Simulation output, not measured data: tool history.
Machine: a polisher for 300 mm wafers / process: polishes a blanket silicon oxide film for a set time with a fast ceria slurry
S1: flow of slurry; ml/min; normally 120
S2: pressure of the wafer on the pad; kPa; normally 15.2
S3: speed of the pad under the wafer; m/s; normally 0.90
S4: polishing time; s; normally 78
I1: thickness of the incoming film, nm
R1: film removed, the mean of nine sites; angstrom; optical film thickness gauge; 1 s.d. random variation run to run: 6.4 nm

{"run": 1, "hour": 0.0, "S1": 120, "S2": 15.2, "S3": 0.82, "S4": 78, "I1": 2889.6, "R1": 8807}
{"run": 2, "hour": 38.8, "S1": 120, "S2": 15.2, "S3": 0.9, "S4": 78, "I1": 2927.9, "R1": 9572}
{"hour": 51.9, "done": "slurry nozzle cleaned"}
{"run": 3, "hour": 84.7, "S1": 120, "S2": 15.2, "S3": 0.9, "S4": 78, "I1": 2891.3, "R1": 9933}
{"hour": 92.6, "done": "worn pad replaced by a new one"}
{"run": 4, "hour": 165.2, "S1": 120, "S2": 15.2, "S3": 0.9, "S4": 78, "I1": 2882.4, "R1": 9839}
{"run": 5, "hour": 231.9, "S1": 120, "S2": 15.2, "S3": 1.1, "S4": 78, "I1": 2950.9, "R1": 11749}
{"run": 6, "hour": 301.5, "S1": 120, "S2": 15.2, "S3": 0.9, "S4": 78, "I1": 2903.9, "R1": 9990}
{"run": 7, "hour": 384.3, "S1": 100, "S2": 15.2, "S3": 0.9, "S4": 78, "I1": 2936.0, "R1": 9511}
{"run": 8, "hour": 454.2, "S1": 120, "S2": 15.2, "S3": 1.04, "S4": 78, "I1": 2954.4, "R1": 11187}
{"hour": 524.6, "done": "worn pad replaced by a new one"}
{"run": 9, "hour": 532.3, "S1": 120, "S2": 15.2, "S3": 1.04, "S4": 78, "I1": 2907.4, "R1": 11139}
{"run": 10, "hour": 586.4, "S1": 120, "S2": 15.2, "S3": 1.04, "S4": 78, "I1": 2948.4, "R1": 11143}
{"run": 11, "hour": 634.9, "S1": 120, "S2": 15.2, "S3": 0.9, "S4": 78, "I1": 2949.8, "R1": 9763}
{"run": 12, "hour": 733.0, "S1": 120, "S2": 15.2, "S3": 0.9, "S4": 78, "I1": 2952.3, "R1": 9596}
{"run": 13, "hour": 814.6, "S1": 150, "S2": 15.2, "S3": 0.9, "S4": 78, "I1": 2957.3, "R1": 10025}
{"hour": 821.8, "done": "head pressure recalibrated"}
{"hour": 883.6, "done": "slurry nozzle cleaned"}
{"run": 14, "hour": 892.9, "S1": 80, "S2": 13.8, "S3": 0.72, "S4": 55, "I1": 2915.1, "R1": 5012}
{"hour": 957.1, "done": "worn pad replaced by a new one"}
{"run": 15, "hour": 993.7, "S1": 120, "S2": 15.2, "S3": 1.04, "S4": 78, "I1": 2954.1, "R1": 11163}
{"run": 16, "hour": 1054.9, "S1": 120, "S2": 15.2, "S3": 0.76, "S4": 78, "I1": 2910.6, "R1": 8609}
{"run": 17, "hour": 1099.4, "S1": 120, "S2": 15.2, "S3": 0.9, "S4": 78, "I1": 2913.7, "R1": 10094}
{"run": 18, "hour": 1157.3, "S1": 120, "S2": 15.2, "S3": 0.9, "S4": 78, "I1": 2957.2, "R1": 9963}
{"hour": 1395.0, "done": "worn pad replaced by a new one"}
{"run": 19, "hour": 1478.8, "S1": 120, "S2": 18.6, "S3": 0.9, "S4": 78, "I1": 2930.5, "R1": 11332}
{"run": 20, "hour": 1568.1, "S1": 100, "S2": 15.2, "S3": 0.9, "S4": 89, "I1": 2899.4, "R1": 10416}
{"hour": 1581.2, "done": "slurry nozzle cleaned"}
{"run": 21, "hour": 1661.7, "S1": 120, "S2": 15.2, "S3": 0.74, "S4": 78, "I1": 2903.8, "R1": 8408}
{"hour": 1836.5, "done": "worn pad replaced by a new one"}
{"run": 22, "hour": 1851.0, "S1": 120, "S2": 15.2, "S3": 0.9, "S4": 65, "I1": 2894.3, "R1": 8251}
{"run": 23, "hour": 1902.6, "S1": 120, "S2": 17.9, "S3": 1.08, "S4": 78, "I1": 2921.3, "R1": 13013}
{"run": 24, "hour": 1981.2, "S1": 120, "S2": 15.2, "S3": 0.72, "S4": 58, "I1": 2935.2, "R1": 5990}
{"run": 25, "hour": 2069.0, "S1": 100, "S2": 18.6, "S3": 0.9, "S4": 78, "I1": 2919.8, "R1": 10827}
{"run": 26, "hour": 2164.0, "S1": 80, "S2": 12.4, "S3": 0.78, "S4": 62, "I1": 2875.5, "R1": 5299}

5 options for the next run, each taken on its own from the tool as it stands now. Forecast them:
{"run": "A", "hour": 2164.4, "S1": 120, "S2": 15.2, "S3": 0.9, "S4": 78, "I1": 2980.6, "R1": "?"}
{"run": "B", "hour": 2164.4, "S1": 120, "S2": 15.2, "S3": 1.0, "S4": 78, "I1": 2980.6, "R1": "?"}
{"run": "C", "hour": 2164.4, "S1": 155, "S2": 12.4, "S3": 0.9, "S4": 55, "I1": 2980.6, "R1": "?"}
{"run": "D", "hour": 2164.4, "S1": 160, "S2": 19.3, "S3": 0.66, "S4": 92, "I1": 2980.6, "R1": "?"}
{"run": "E", "hour": 2164.4, "S1": 110, "S2": 15.2, "S3": 0.9, "S4": 78, "I1": 2980.6, "R1": "?"}

run=A R1=9616
run=B R1=10524
run=C R1=6179
run=D R1=11149
run=E R1=9431
With no hidden state in the tool, these same runs would have given:
run=A R1=9961
run=B R1=10900
run=C R1=6358
run=D R1=11463
run=E R1=9793

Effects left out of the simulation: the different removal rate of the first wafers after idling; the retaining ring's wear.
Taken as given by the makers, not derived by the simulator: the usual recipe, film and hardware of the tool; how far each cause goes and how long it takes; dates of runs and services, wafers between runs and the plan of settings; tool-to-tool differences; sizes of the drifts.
